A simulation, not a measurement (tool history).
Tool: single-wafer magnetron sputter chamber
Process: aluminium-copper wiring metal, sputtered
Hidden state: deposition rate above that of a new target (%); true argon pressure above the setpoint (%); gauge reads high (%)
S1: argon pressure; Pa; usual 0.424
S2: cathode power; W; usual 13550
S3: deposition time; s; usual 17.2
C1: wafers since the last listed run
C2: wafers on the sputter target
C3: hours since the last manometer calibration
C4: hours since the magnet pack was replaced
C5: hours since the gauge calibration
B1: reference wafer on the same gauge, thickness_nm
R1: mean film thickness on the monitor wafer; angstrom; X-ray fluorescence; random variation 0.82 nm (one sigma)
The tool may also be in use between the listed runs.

run,hour,S1,S2,S3,C1,C2,C3,C4,C5,B1,R1
1,0.0,0.424,13550,17.2,0,2235,1891.4,7803.1,401.1,460.869,3958.13
2,103.5,0.424,13550,17.2,3126,5362,1994.9,7906.6,504.6,461.078,3952.68
3,186.5,0.424,13550,17.2,2507,7870,2077.9,7989.6,587.6,460.639,3957.06
4,248.3,0.424,13550,17.2,1866,9737,2139.7,8051.4,649.4,460.691,3954.50
# hour 281.9: sputter target and shields replaced
5,286.9,0.344,13550,17.2,924,151,2178.3,8090.0,688.0,461.703,4304.35
6,347.6,0.344,13550,17.2,1833,1984,2239.0,8150.7,748.7,460.830,4290.85
7,446.6,0.344,13550,17.2,2990,4975,2338.0,8249.7,847.7,461.164,4272.44
8,487.2,0.424,13550,15.3,1226,6202,2378.6,8290.3,888.3,460.933,3556.51
9,530.8,0.424,13550,17.2,1317,7519,2422.2,8333.9,931.9,461.017,3996.94
10,585.1,0.424,13550,17.2,1640,9159,2476.5,8388.2,986.2,461.166,3992.47
11,637.3,0.424,13550,17.2,1576,10736,2528.7,8440.4,1038.4,461.529,3989.66
# hour 682.4: sputter target and shields replaced
12,698.6,0.424,16250,16.1,1610,490,2590.0,8501.7,1099.7,461.214,4389.49
# hour 702.6: gauge calibrated
13,791.8,0.424,13550,14.2,2815,3305,2683.2,8594.9,89.2,460.926,3344.33
# hour 870.1: magnet pack replaced
14,889.8,0.261,13550,14.7,2718,6024,2781.2,19.7,187.2,460.766,3901.94
# hour 919.5: capacitance manometer re-zeroed and calibrated
15,966.7,0.573,13550,19.5,2081,8106,47.2,96.6,264.1,460.723,3894.59
16,1020.8,0.367,12050,18.6,1634,9740,101.3,150.7,318.2,461.306,4075.80
# hour 1029.2: sputter target and shields replaced
17,1092.1,0.424,13550,17.2,1912,1901,172.6,222.0,389.5,460.794,3940.57
18,1175.9,0.361,11600,20.6,2531,4433,256.4,305.8,473.3,460.712,4418.37
# hour 1337.8: sputter target and shields replaced
19,1499.0,0.258,13550,17.2,9519,4869,579.5,628.9,796.4,461.117,4525.98
20,1595.8,0.424,13550,15.3,2924,7794,676.3,725.7,893.2,461.212,3485.97
21,1695.1,0.524,15750,18.8,2999,10793,775.6,825.0,992.5,461.293,4414.52
# hour 1745.4: sputter target and shields replaced
22,1784.9,0.424,12600,19.2,2471,1194,865.4,914.8,1082.3,461.049,4202.39

Some steps in R1 between neighbouring runs. How much of each would the tool show without its hidden state too (settings, what came in, random variation), and how much is left for the hidden state, with any gauge scatter that isn't in both results?
Run 11 -> 12: S2 13550 -> 16250, S3 17.2 -> 16.1, sputter target and shields replaced. R1 +399.83 angstrom: hidden state +76.60, all else +323.23.
Run 12 -> 13: S2 16250 -> 13550, S3 16.1 -> 14.2, gauge calibrated. R1 -1045.16 angstrom: hidden state -48.81, all else -996.35.
Run 13 -> 14: S1 0.424 -> 0.261, S3 14.2 -> 14.7, magnet pack replaced. R1 +557.61 angstrom: hidden state -85.44, all else +643.05.
Run 19 -> 20: S1 0.258 -> 0.424, S3 17.2 -> 15.3. R1 -1040.01 angstrom: hidden state +24.17, all else -1064.18.

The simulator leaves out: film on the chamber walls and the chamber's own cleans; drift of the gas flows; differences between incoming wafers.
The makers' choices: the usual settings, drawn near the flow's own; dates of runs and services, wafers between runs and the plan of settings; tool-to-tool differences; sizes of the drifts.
